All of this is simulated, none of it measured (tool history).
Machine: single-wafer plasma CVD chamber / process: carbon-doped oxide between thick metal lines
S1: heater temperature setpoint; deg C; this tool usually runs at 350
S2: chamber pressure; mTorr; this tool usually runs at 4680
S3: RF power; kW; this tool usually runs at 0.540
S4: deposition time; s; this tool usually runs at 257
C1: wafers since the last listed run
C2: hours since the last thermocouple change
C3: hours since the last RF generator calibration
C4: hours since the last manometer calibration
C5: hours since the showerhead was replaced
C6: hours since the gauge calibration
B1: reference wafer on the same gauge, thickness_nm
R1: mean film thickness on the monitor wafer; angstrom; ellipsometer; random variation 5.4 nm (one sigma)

run    hour   S1    S2     S3   S4    C1      C2     C3     C4      C5      C6        B1        R1
  1     0.0  350  4680  0.540  257     0  2360.3  621.8  208.1  7473.7  1274.2  1250.456  14800.16
  2    59.8  350  4680  0.540  257   468  2420.1  681.6  267.9  7533.5  1334.0  1252.875  14743.30
  3    97.7  350  4680  0.540  257   296  2458.0  719.5  305.8  7571.4  1371.9  1250.597  14678.78
  4   157.4  350  4680  0.475  257   467  2517.7  779.2  365.5  7631.1  1431.6  1250.678  13275.73
      181.7  -- gauge calibrated
  5   186.0  350  4680  0.475  257   223  2546.3  807.8  394.1  7659.7     4.3  1249.558  13208.14
  6   223.0  350  4680  0.475  257   289  2583.3  844.8  431.1  7696.7    41.3  1251.979  13230.32
  7   253.3  350  4680  0.540  257   237  2613.6  875.1  461.4  7727.0    71.6  1251.659  14559.37
  8   305.2  350  4680  0.540  257   406  2665.5  927.0  513.3  7778.9   123.5  1250.798  14553.83
      323.3  -- showerhead replaced
      496.7  -- RF generator calibrated
  9   497.2  350  4680  0.540  257  1378  2857.5    0.5  705.3   173.9   315.5  1250.907  14780.27
 10   528.5  350  4680  0.540  257   245  2888.8   31.8  736.6   205.2   346.8  1250.753  14816.57
      560.3  -- thermocouple changed; heater temperature recalibrated
 11   560.8  350  4680  0.540  257   190     0.5   64.1  768.9   237.5   379.1  1251.118  14812.11
 12   582.6  339  4680  0.540  257   170    22.3   85.9  790.7   259.3   400.9  1251.606  15318.24
 13   635.7  350  4680  0.635  270   415    75.4  139.0  843.8   312.4   454.0  1249.079  17482.68
 14   695.4  350  5030  0.640  288   467   135.1  198.7  903.5   372.1   513.7  1249.699  18873.52
 15   758.8  343  4200  0.495  219   496   198.5  262.1  966.9   435.5   577.1  1253.190  12012.07
      813.3  -- capacitance manometer re-zeroed and calibrated
 16   813.8  350  4680  0.625  306   368   253.5  317.1    0.5   490.5   632.1  1250.163  19545.14
 17   926.4  355  4360  0.495  243   881   366.1  429.7  113.1   603.1   744.7  1249.901  12908.89
 18   971.8  344  3980  0.540  272   355   411.5  475.1  158.5   648.5   790.1  1251.324  15686.81
 19  1028.2  350  4680  0.540  302   441   467.9  531.5  214.9   704.9   846.5  1251.610  17345.79
 20  1140.1  350  4680  0.640  242   876   579.8  643.4  326.8   816.8   958.4  1250.294  15576.75
 21  1167.6  350  4190  0.540  257   215   607.3  670.9  354.3   844.3   985.9  1249.605  14559.24
 22  1211.5  350  4680  0.540  257   343   651.2  714.8  398.2   888.2  1029.8  1248.902  14692.28
 23  1258.3  350  4680  0.540  257   366   698.0  761.6  445.0   935.0  1076.6  1250.114  14658.25
 24  1327.5  340  3640  0.600  228   541   767.2  830.8  514.2  1004.2  1145.8  1251.806  14134.23
 25  1378.8  350  3770  0.540  285   401   818.5  882.1  565.5  1055.5  1197.1  1249.620  15889.88
 26  1415.8  362  4680  0.490  307   289   855.5  919.1  602.5  1092.5  1234.1  1250.803  15610.45
     1462.4  -- RF generator calibrated
 27  1474.7  350  4680  0.540  257   398   914.4   12.3  661.4  1151.4  1293.0  1248.893  14841.88

What if the next run were any one of these 5? Each begins from the tool's condition after run 27:
  A  1475.2  350  4680  0.540  257   3  914.9  12.8  661.9  1151.9  1293.5   ?   ?
  B  1475.2  358  5390  0.460  236   3  914.9  12.8  661.9  1151.9  1293.5   ?   ?
  C  1475.2  350  5440  0.575  280   3  914.9  12.8  661.9  1151.9  1293.5   ?   ?
  D  1475.2  342  4680  0.490  277   3  914.9  12.8  661.9  1151.9  1293.5   ?   ?
  E  1475.2  360  4030  0.645  297   3  914.9  12.8  661.9  1151.9  1293.5   ?   ?

run        B1        R1
  A  1251.111  14952.34
  B  1251.111  12047.76
  C  1251.111  17238.34
  D  1251.111  15347.21
  E  1251.111  18828.40
Had the tool no hidden state, the same runs would have come out as:
run        R1
  A  14962.31
  B  12057.28
  C  17249.48
  D  15357.67
  E  18840.22

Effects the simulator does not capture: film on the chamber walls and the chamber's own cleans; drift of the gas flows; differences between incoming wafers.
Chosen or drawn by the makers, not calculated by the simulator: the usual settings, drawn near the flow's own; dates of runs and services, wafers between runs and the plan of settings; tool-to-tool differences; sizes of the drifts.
